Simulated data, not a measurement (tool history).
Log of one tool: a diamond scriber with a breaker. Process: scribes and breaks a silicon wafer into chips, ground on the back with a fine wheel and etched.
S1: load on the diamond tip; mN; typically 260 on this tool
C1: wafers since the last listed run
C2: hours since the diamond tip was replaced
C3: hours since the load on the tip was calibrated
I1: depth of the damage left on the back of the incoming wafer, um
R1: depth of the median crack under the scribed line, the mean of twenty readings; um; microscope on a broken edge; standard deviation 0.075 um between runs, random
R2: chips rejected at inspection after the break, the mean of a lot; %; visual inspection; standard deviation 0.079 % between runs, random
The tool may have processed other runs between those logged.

run 1 hour=0.0 | S1=260 | C1=0 C2=443.3 C3=548.5 | I1=0.43 | R1=8.32 R2=1.93
run 2 hour=52.1 | S1=313 | C1=158 C2=495.4 C3=600.6 | I1=0.34 | R1=9.57 R2=11.27
run 3 hour=88.7 | S1=313 | C1=111 C2=532.0 C3=637.2 | I1=0.34 | R1=9.71 R2=13.52
run 4 hour=113.3 | S1=260 | C1=74 C2=556.6 C3=661.8 | I1=0.47 | R1=8.54 R2=3.16
-- hour=139.8 load on the tip recalibrated
run 5 hour=182.5 | S1=260 | C1=204 C2=625.8 C3=42.7 | I1=0.45 | R1=7.85 R2=1.67
run 6 hour=246.8 | S1=260 | C1=195 C2=690.1 C3=107.0 | I1=0.62 | R1=7.93 R2=1.46
-- hour=318.4 diamond tip replaced by a new one
run 7 hour=318.9 | S1=303 | C1=213 C2=0.5 C3=179.1 | I1=0.47 | R1=8.65 R2=4.87
run 8 hour=356.2 | S1=311 | C1=113 C2=37.8 C3=216.4 | I1=0.44 | R1=8.87 R2=5.99
run 9 hour=424.7 | S1=214 | C1=208 C2=106.3 C3=284.9 | I1=0.62 | R1=6.95 R2=5.28
run 10 hour=473.2 | S1=214 | C1=147 C2=154.8 C3=333.4 | I1=0.78 | R1=7.08 R2=5.90
run 11 hour=535.0 | S1=214 | C1=187 C2=216.6 C3=395.2 | I1=0.76 | R1=7.18 R2=4.98
run 12 hour=581.5 | S1=260 | C1=141 C2=263.1 C3=441.7 | I1=0.57 | R1=8.25 R2=1.88
run 13 hour=629.2 | S1=260 | C1=144 C2=310.8 C3=489.4 | I1=0.46 | R1=8.48 R2=2.08
run 14 hour=694.8 | S1=260 | C1=199 C2=376.4 C3=555.0 | I1=0.49 | R1=8.42 R2=2.63
-- hour=728.7 load on the tip recalibrated
run 15 hour=765.5 | S1=309 | C1=208 C2=447.1 C3=36.8 | I1=0.54 | R1=8.97 R2=6.03
run 16 hour=807.6 | S1=260 | C1=127 C2=489.2 C3=78.9 | I1=0.64 | R1=8.01 R2=1.37
run 17 hour=868.2 | S1=313 | C1=184 C2=549.8 C3=139.5 | I1=0.75 | R1=8.94 R2=7.21
run 18 hour=893.0 | S1=195 | C1=75 C2=574.6 C3=164.3 | I1=0.45 | R1=6.59 R2=10.35
run 19 hour=924.6 | S1=209 | C1=96 C2=606.2 C3=195.9 | I1=0.72 | R1=6.95 R2=5.92
-- hour=954.8 diamond tip replaced by a new one
run 20 hour=987.6 | S1=227 | C1=185 C2=32.8 C3=258.9 | I1=0.35 | R1=7.47 R2=2.89
run 21 hour=1051.6 | S1=305 | C1=194 C2=96.8 C3=322.9 | I1=0.51 | R1=8.90 R2=6.49
run 22 hour=1080.0 | S1=283 | C1=86 C2=125.2 C3=351.3 | I1=0.69 | R1=8.51 R2=4.07
run 23 hour=1132.8 | S1=220 | C1=160 C2=178.0 C3=404.1 | I1=0.65 | R1=7.47 R2=3.20
run 24 hour=1196.8 | S1=329 | C1=194 C2=242.0 C3=468.1 | I1=0.40 | R1=9.72 R2=13.53
run 25 hour=1242.8 | S1=321 | C1=139 C2=288.0 C3=514.1 | I1=0.56 | R1=9.68 R2=14.11
run 26 hour=1284.4 | S1=300 | C1=126 C2=329.6 C3=555.7 | I1=0.80 | R1=9.42 R2=10.41
run 27 hour=1347.4 | S1=260 | C1=191 C2=392.6 C3=618.7 | I1=0.71 | R1=8.67 R2=3.48
run 28 hour=1410.6 | S1=260 | C1=192 C2=455.8 C3=681.9 | I1=0.43 | R1=8.87 R2=4.54

Had the tool no unlogged condition, and each run kept its random variation, what would the results have been?
What the log doesn't record here: share of the diamond tip's cutting effectiveness lost through wear, %; deviation of the load on the tip from its setpoint, %.
run=1 R1=7.94 R2=1.34
run=2 R1=9.03 R2=6.14
run=3 R1=9.08 R2=6.81
run=4 R1=7.94 R2=1.51
run=5 R1=7.88 R2=1.66
run=6 R1=7.95 R2=1.46
run=7 R1=8.63 R2=4.70
run=8 R1=8.82 R2=5.58
run=9 R1=6.86 R2=6.19
run=10 R1=6.94 R2=7.47
run=11 R1=6.98 R2=7.10
run=12 R1=7.94 R2=1.47
run=13 R1=8.10 R2=1.45
run=14 R1=7.93 R2=1.52
run=15 R1=8.91 R2=5.54
run=16 R1=7.94 R2=1.35
run=17 R1=8.84 R2=6.37
run=18 R1=6.51 R2=11.57
run=19 R1=6.85 R2=6.98
run=20 R1=7.31 R2=3.87
run=21 R1=8.65 R2=4.59
run=22 R1=8.23 R2=2.59
run=23 R1=7.17 R2=5.52
run=24 R1=9.23 R2=8.45
run=25 R1=9.10 R2=7.88
run=26 R1=8.78 R2=4.68
run=27 R1=7.97 R2=1.46
run=28 R1=8.03 R2=1.51

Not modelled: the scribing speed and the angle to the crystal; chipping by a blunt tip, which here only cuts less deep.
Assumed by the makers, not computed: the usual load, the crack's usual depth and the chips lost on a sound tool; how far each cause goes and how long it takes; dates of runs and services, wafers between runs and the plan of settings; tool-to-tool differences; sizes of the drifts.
